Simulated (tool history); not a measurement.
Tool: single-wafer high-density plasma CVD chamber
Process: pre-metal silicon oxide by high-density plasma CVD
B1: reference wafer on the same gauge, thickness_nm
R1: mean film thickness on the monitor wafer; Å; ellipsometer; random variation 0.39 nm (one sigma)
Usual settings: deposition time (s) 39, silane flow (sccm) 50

run 1 day=0 | deposition_time_(s)=41.1 silane_flow_(sccm)=55 | B1=222.052 | R1=2253.82
run 2 day=1.046 | deposition_time_(s)=41.1 silane_flow_(sccm)=55 | B1=222.221 | R1=2260.29
run 3 day=1.975 | deposition_time_(s)=39 silane_flow_(sccm)=46 | B1=221.863 | R1=1877.59
run 4 day=3.2 | deposition_time_(s)=39 silane_flow_(sccm)=46 | B1=221.773 | R1=1882.6
run 5 day=4.125 | deposition_time_(s)=34.2 silane_flow_(sccm)=45 | B1=222.127 | R1=1622.35
run 6 day=6.783 | deposition_time_(s)=34.2 silane_flow_(sccm)=45 | B1=221.853 | R1=1618.24
run 7 day=7.4 | deposition_time_(s)=44.8 silane_flow_(sccm)=50 | B1=221.889 | R1=2291.62
run 8 day=8.558 | deposition_time_(s)=33.3 silane_flow_(sccm)=50 | B1=222.058 | R1=1701.82
run 9 day=9.454 | deposition_time_(s)=33.3 silane_flow_(sccm)=50 | B1=221.931 | R1=1703.58
run 10 day=11.812 | deposition_time_(s)=33.3 silane_flow_(sccm)=50 | B1=222.15 | R1=1696.21
run 11 day=12.429 | deposition_time_(s)=41.3 silane_flow_(sccm)=58 | B1=221.964 | R1=2361.06
run 12 day=13.704 | deposition_time_(s)=41.3 silane_flow_(sccm)=58 | B1=222.004 | R1=2361.88
-- day=14.2 gauge calibrated
run 13 day=14.442 | deposition_time_(s)=39 silane_flow_(sccm)=50 | B1=222.019 | R1=1991.76
run 14 day=15.558 | deposition_time_(s)=39 silane_flow_(sccm)=50 | B1=221.973 | R1=1992.57
run 15 day=16.738 | deposition_time_(s)=39 silane_flow_(sccm)=50 | B1=221.95 | R1=1991.78
-- day=17.571 silane flow controller replaced
run 16 day=17.671 | deposition_time_(s)=45.8 silane_flow_(sccm)=45 | B1=221.916 | R1=2363.16
run 17 day=19.154 | deposition_time_(s)=35.1 silane_flow_(sccm)=50 | B1=221.897 | R1=1957.09
run 18 day=20.346 | deposition_time_(s)=43.6 silane_flow_(sccm)=56 | B1=222.065 | R1=2643.18
run 19 day=21.562 | deposition_time_(s)=43.9 silane_flow_(sccm)=55 | B1=222.102 | R1=2628.8
run 20 day=22.796 | deposition_time_(s)=33.3 silane_flow_(sccm)=46 | B1=222.076 | R1=1737.37
-- day=23.521 silane flow controller replaced, repeated, since the last time left the tool worse
run 21 day=24.271 | deposition_time_(s)=44.1 silane_flow_(sccm)=45 | B1=221.859 | R1=2150.11
run 22 day=25.108 | deposition_time_(s)=44.3 silane_flow_(sccm)=50 | B1=221.704 | R1=2333.56
run 23 day=25.933 | deposition_time_(s)=34.2 silane_flow_(sccm)=45 | B1=221.911 | R1=1667.76
run 24 day=27.421 | deposition_time_(s)=44.7 silane_flow_(sccm)=59 | B1=221.985 | R1=2672.26
run 25 day=28.617 | deposition_time_(s)=45.7 silane_flow_(sccm)=43 | B1=222.081 | R1=2160.36
run 26 day=30.067 | deposition_time_(s)=31.7 silane_flow_(sccm)=43 | B1=221.836 | R1=1493.74
run 27 day=31.5 | deposition_time_(s)=31.3 silane_flow_(sccm)=54 | B1=222.016 | R1=1745.64
run 28 day=32.062 | deposition_time_(s)=33.3 silane_flow_(sccm)=50 | B1=222.028 | R1=1747.12
run 29 day=33.517 | deposition_time_(s)=31.6 silane_flow_(sccm)=50 | B1=222.033 | R1=1661.3
run 30 day=34.55 | deposition_time_(s)=39 silane_flow_(sccm)=50 | B1=222.03 | R1=2045.92

5 ways to go on from here, each from the tool as it stands after run 30. What would each give?
run A day=34.567 | deposition_time_(s)=36 silane_flow_(sccm)=50 | B1=? | R1=?
run B day=34.567 | deposition_time_(s)=45.9 silane_flow_(sccm)=44 | B1=? | R1=?
run C day=34.567 | deposition_time_(s)=33.6 silane_flow_(sccm)=43 | B1=? | R1=?
run D day=34.567 | deposition_time_(s)=31.4 silane_flow_(sccm)=47 | B1=? | R1=?
run E day=34.567 | deposition_time_(s)=32.2 silane_flow_(sccm)=46 | B1=? | R1=?

run=A B1=222.175 R1=1895.01
run=B B1=222.175 R1=2203.91
run=C B1=222.175 R1=1587.43
run=D B1=222.175 R1=1580.28
run=E B1=222.175 R1=1595.73
Without the tool's hidden state the same runs would have given:
run=A R1=1895.63
run=B R1=2204.63
run=C R1=1587.94
run=D R1=1580.79
run=E R1=1596.24
